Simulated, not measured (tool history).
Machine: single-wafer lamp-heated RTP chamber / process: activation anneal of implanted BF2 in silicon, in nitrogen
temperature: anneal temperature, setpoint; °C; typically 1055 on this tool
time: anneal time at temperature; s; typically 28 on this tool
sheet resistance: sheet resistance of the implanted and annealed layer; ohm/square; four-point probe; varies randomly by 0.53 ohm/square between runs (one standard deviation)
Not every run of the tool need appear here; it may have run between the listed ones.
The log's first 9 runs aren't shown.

| run | hour | temperature | time | read-back reference wafer on the same gauge, sheet resistance | sheet resistance |
|---|---|---|---|---|---|
| 10 | 124.9 | 1055 | 28 | 372.81 | 354.49 |
|  | 139 | pyrometer window cleaned and pyrometer calibrated |
| 11 | 139.5 | 1055 | 28 | 372.94 | 355.68 |
| 12 | 141.8 | 1055 | 37 | 372.98 | 352.48 |
|  | 149.1 | gauge calibrated |
|  | 177 | reflector plate cleaned |
| 13 | 187.7 | 1055 | 37 | 372.83 | 351.14 |
| 14 | 193.9 | 1055 | 37 | 373.05 | 350.65 |
| 15 | 206.6 | 1055 | 32 | 372.89 | 353.37 |
| 16 | 220.5 | 1055 | 28 | 373.1 | 353.67 |
| 17 | 227.5 | 1044 | 15 | 372.96 | 362.96 |
| 18 | 235.6 | 1055 | 39 | 373.06 | 351.04 |
| 19 | 246.8 | 1055 | 28 | 372.92 | 354.27 |
| 20 | 255.8 | 1068 | 12 | 372.78 | 360.22 |
| 21 | 265.6 | 1076 | 28 | 373.18 | 349.03 |
|  | 284.8 | pyrometer window cleaned and pyrometer calibrated |
| 22 | 285.3 | 1080 | 15 | 373.05 | 359.16 |
| 23 | 290.3 | 1055 | 28 | 373.13 | 356.34 |
| 24 | 297.1 | 1055 | 28 | 372.85 | 356.11 |
| 25 | 315 | 1028 | 42 | 372.9 | 355.46 |
| 26 | 330.8 | 1063 | 34 | 372.93 | 351.98 |
| 27 | 338.6 | 1027 | 42 | 373.02 | 357.58 |
| 28 | 348 | 1076 | 16 | 373.09 | 357.81 |
| 29 | 355.9 | 1055 | 28 | 372.85 | 355.67 |
|  | 389.6 | gauge calibrated |
| 30 | 391.9 | 1081 | 19 | 373.12 | 354.31 |

4 options for the next run, each taken on its own from the tool as it stands now. Forecast them:
| A | 392.3 | 1055 | 28 | ? | ? |
| B | 392.3 | 1037 | 33 | ? | ? |
| C | 392.3 | 1066 | 34 | ? | ? |
| D | 392.3 | 1028 | 15 | ? | ? |

| run | read-back reference wafer on the same gauge, sheet resistance | sheet resistance |
|---|---|---|
| A | 372.92 | 354.82 |
| B | 372.92 | 356.44 |
| C | 372.92 | 349.76 |
| D | 372.92 | 364.61 |
With the hidden condition removed and each run's random variation left untouched, the same runs would have given:
| run | sheet resistance |
|---|---|
| A | 356.81 |
| B | 358.4 |
| C | 352.22 |
| D | 365.61 |
